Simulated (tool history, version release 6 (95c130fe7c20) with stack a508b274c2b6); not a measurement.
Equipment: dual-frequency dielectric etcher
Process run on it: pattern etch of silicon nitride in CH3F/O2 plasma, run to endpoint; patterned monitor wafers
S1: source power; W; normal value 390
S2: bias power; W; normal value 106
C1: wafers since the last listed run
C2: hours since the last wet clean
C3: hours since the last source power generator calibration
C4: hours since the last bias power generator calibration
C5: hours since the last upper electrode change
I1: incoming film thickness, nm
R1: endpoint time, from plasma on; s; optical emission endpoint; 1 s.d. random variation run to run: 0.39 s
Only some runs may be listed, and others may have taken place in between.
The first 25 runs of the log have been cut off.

| run | day | S1 | S2 | C1 | C2 | C3 | C4 | C5 | I1 | R1 |
|---|---|---|---|---|---|---|---|---|---|---|
| 26 | 52.079 | 450 | 92 | 441 | 154.0 | 165.0 | 398.3 | 416.4 | 59.6 | 56.5 |
| 27 | 54.617 | 390 | 106 | 522 | 214.9 | 225.9 | 459.2 | 477.3 | 59.6 | 57.8 |
| 28 | 56.558 | 450 | 97 | 399 | 261.5 | 272.5 | 505.8 | 523.9 | 59.8 | 55.9 |
| 29 | 57.908 | 350 | 113 | 277 | 293.9 | 304.9 | 538.2 | 556.3 | 59.3 | 60.5 |
| 30 | 60.621 | 390 | 90 | 558 | 359.0 | 370.0 | 603.3 | 621.4 | 59.4 | 61.8 |
| 31 | 61.800 | 390 | 106 | 242 | 387.3 | 398.3 | 631.6 | 649.7 | 59.3 | 57.9 |
| 32 | 63.242 | 390 | 106 | 296 | 421.9 | 432.9 | 666.2 | 684.3 | 58.6 | 57.4 |
| 33 | 64.288 | 430 | 91 | 215 | 447.0 | 458.0 | 691.3 | 709.4 | 59.9 | 60.2 |
|  | 66.550 | wet clean of the chamber |
| 34 | 66.571 | 390 | 106 | 264 | 0.5 | 512.8 | 746.1 | 764.2 | 58.9 | 56.1 |
| 35 | 71.254 | 390 | 106 | 963 | 112.9 | 625.2 | 858.5 | 876.6 | 59.4 | 57.2 |
| 36 | 73.646 | 320 | 106 | 492 | 170.3 | 682.6 | 915.9 | 934.0 | 59.3 | 63.6 |

Here are 3 independent what-if runs from the current tool condition. What would each one return?
| A | 73.667 | 390 | 118 | 4 | 170.8 | 683.1 | 916.4 | 934.5 | 59.6 | ? |
| B | 73.667 | 390 | 85 | 4 | 170.8 | 683.1 | 916.4 | 934.5 | 59.6 | ? |
| C | 73.667 | 440 | 80 | 4 | 170.8 | 683.1 | 916.4 | 934.5 | 59.6 | ? |

| run | R1 |
|---|---|
| A | 56.5 |
| B | 62.9 |
| C | 60.5 |
What these runs would have given with no unlogged condition in the tool:
| run | R1 |
|---|---|
| A | 55.8 |
| B | 62.1 |
| C | 59.7 |

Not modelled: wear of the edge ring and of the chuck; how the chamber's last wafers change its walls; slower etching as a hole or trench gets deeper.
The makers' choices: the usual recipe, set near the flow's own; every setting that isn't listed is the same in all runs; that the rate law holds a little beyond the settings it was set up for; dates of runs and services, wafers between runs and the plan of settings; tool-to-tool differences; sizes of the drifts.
